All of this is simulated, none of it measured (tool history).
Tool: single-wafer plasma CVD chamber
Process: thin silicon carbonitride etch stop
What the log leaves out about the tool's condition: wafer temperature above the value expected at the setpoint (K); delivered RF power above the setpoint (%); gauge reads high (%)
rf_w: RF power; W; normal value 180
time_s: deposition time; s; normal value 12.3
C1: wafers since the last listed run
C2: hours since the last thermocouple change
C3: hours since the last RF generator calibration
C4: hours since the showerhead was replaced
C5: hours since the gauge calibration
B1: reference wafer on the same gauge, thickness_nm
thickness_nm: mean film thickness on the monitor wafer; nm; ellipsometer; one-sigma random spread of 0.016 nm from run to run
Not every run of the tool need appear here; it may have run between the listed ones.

run 1 hour=0.0 | rf_w=180 time_s=12.3 | C1=0 C2=316.8 C3=669.4 C4=5974.2 C5=1054.8 | B1=6.460 | thickness_nm=6.720
run 2 hour=42.6 | rf_w=180 time_s=12.3 | C1=798 C2=359.4 C3=712.0 C4=6016.8 C5=1097.4 | B1=6.459 | thickness_nm=6.724
run 3 hour=321.4 | rf_w=180 time_s=12.3 | C1=5226 C2=638.2 C3=990.8 C4=6295.6 C5=1376.2 | B1=6.458 | thickness_nm=6.755
run 4 hour=371.9 | rf_w=155 time_s=12.3 | C1=946 C2=688.7 C3=1041.3 C4=6346.1 C5=1426.7 | B1=6.457 | thickness_nm=6.410
run 5 hour=476.1 | rf_w=155 time_s=12.3 | C1=1953 C2=792.9 C3=1145.5 C4=6450.3 C5=1530.9 | B1=6.457 | thickness_nm=6.398
-- hour=513.3 RF generator calibrated
run 6 hour=574.3 | rf_w=180 time_s=13.1 | C1=1690 C2=891.1 C3=61.0 C4=6548.5 C5=1629.1 | B1=6.461 | thickness_nm=7.210
run 7 hour=618.9 | rf_w=180 time_s=13.1 | C1=836 C2=935.7 C3=105.6 C4=6593.1 C5=1673.7 | B1=6.462 | thickness_nm=7.167
run 8 hour=655.9 | rf_w=180 time_s=13.1 | C1=693 C2=972.7 C3=142.6 C4=6630.1 C5=1710.7 | B1=6.459 | thickness_nm=7.184
run 9 hour=748.8 | rf_w=190 time_s=14.1 | C1=1741 C2=1065.6 C3=235.5 C4=6723.0 C5=1803.6 | B1=6.461 | thickness_nm=7.871
run 10 hour=788.6 | rf_w=205 time_s=12.3 | C1=746 C2=1105.4 C3=275.3 C4=6762.8 C5=1843.4 | B1=6.459 | thickness_nm=7.012
run 11 hour=825.5 | rf_w=205 time_s=12.3 | C1=691 C2=1142.3 C3=312.2 C4=6799.7 C5=1880.3 | B1=6.461 | thickness_nm=6.996
run 12 hour=1010.9 | rf_w=205 time_s=12.3 | C1=3475 C2=1327.7 C3=497.6 C4=6985.1 C5=2065.7 | B1=6.461 | thickness_nm=7.027
-- hour=1067.0 thermocouple changed; heater temperature recalibrated
run 13 hour=1083.7 | rf_w=200 time_s=12.3 | C1=1214 C2=16.7 C3=570.4 C4=7057.9 C5=2138.5 | B1=6.459 | thickness_nm=6.970
-- hour=1097.0 showerhead replaced
run 14 hour=1189.9 | rf_w=180 time_s=13.5 | C1=1840 C2=122.9 C3=676.6 C4=92.9 C5=2244.7 | B1=6.460 | thickness_nm=7.380
run 15 hour=1279.7 | rf_w=180 time_s=12.3 | C1=1683 C2=212.7 C3=766.4 C4=182.7 C5=2334.5 | B1=6.458 | thickness_nm=6.741
run 16 hour=1347.2 | rf_w=180 time_s=12.3 | C1=1265 C2=280.2 C3=833.9 C4=250.2 C5=2402.0 | B1=6.458 | thickness_nm=6.705
run 17 hour=1435.4 | rf_w=155 time_s=10.9 | C1=1653 C2=368.4 C3=922.1 C4=338.4 C5=2490.2 | B1=6.458 | thickness_nm=5.671
-- hour=1565.0 gauge calibrated
run 18 hour=1655.8 | rf_w=210 time_s=13.7 | C1=4131 C2=588.8 C3=1142.5 C4=558.8 C5=90.8 | B1=6.461 | thickness_nm=7.870
run 19 hour=1692.2 | rf_w=155 time_s=14.4 | C1=682 C2=625.2 C3=1178.9 C4=595.2 C5=127.2 | B1=6.460 | thickness_nm=7.527
-- hour=1729.6 RF generator calibrated
run 20 hour=1787.2 | rf_w=180 time_s=11.3 | C1=1630 C2=720.2 C3=57.6 C4=690.2 C5=222.2 | B1=6.461 | thickness_nm=6.177
run 21 hour=1869.6 | rf_w=215 time_s=14.0 | C1=1544 C2=802.6 C3=140.0 C4=772.6 C5=304.6 | B1=6.463 | thickness_nm=8.101
run 22 hour=1965.5 | rf_w=210 time_s=10.8 | C1=1797 C2=898.5 C3=235.9 C4=868.5 C5=400.5 | B1=6.460 | thickness_nm=6.236
run 23 hour=2022.4 | rf_w=195 time_s=14.6 | C1=1066 C2=955.4 C3=292.8 C4=925.4 C5=457.4 | B1=6.460 | thickness_nm=8.221
run 24 hour=2097.9 | rf_w=195 time_s=11.6 | C1=1415 C2=1030.9 C3=368.3 C4=1000.9 C5=532.9 | B1=6.458 | thickness_nm=6.493
run 25 hour=2186.4 | rf_w=180 time_s=12.3 | C1=1659 C2=1119.4 C3=456.8 C4=1089.4 C5=621.4 | B1=6.459 | thickness_nm=6.749
-- hour=2218.0 thermocouple changed; heater temperature recalibrated
run 26 hour=2240.7 | rf_w=215 time_s=11.6 | C1=867 C2=22.7 C3=511.1 C4=1143.7 C5=675.7 | B1=6.458 | thickness_nm=6.707

Each row is a separate what-if for the run after 26, all from the same tool condition, not one after another. Results?
run A hour=2241.1 | rf_w=165 time_s=12.3 | C1=7 C2=23.1 C3=511.5 C4=1144.1 C5=676.1 | B1=? | thickness_nm=?
run B hour=2241.1 | rf_w=180 time_s=9.9 | C1=7 C2=23.1 C3=511.5 C4=1144.1 C5=676.1 | B1=? | thickness_nm=?
run C hour=2241.1 | rf_w=200 time_s=10.3 | C1=7 C2=23.1 C3=511.5 C4=1144.1 C5=676.1 | B1=? | thickness_nm=?
run D hour=2241.1 | rf_w=160 time_s=11.4 | C1=7 C2=23.1 C3=511.5 C4=1144.1 C5=676.1 | B1=? | thickness_nm=?
run E hour=2241.1 | rf_w=200 time_s=11.3 | C1=7 C2=23.1 C3=511.5 C4=1144.1 C5=676.1 | B1=? | thickness_nm=?

run=A B1=6.459 thickness_nm=6.537
run=B B1=6.459 thickness_nm=5.411
run=C B1=6.459 thickness_nm=5.823
run=D B1=6.459 thickness_nm=5.998
run=E B1=6.459 thickness_nm=6.389
Take away the tool's hidden state, keep each run's random variation, and the runs would have read:
run=A thickness_nm=6.537
run=B thickness_nm=5.411
run=C thickness_nm=5.823
run=D thickness_nm=5.998
run=E thickness_nm=6.389

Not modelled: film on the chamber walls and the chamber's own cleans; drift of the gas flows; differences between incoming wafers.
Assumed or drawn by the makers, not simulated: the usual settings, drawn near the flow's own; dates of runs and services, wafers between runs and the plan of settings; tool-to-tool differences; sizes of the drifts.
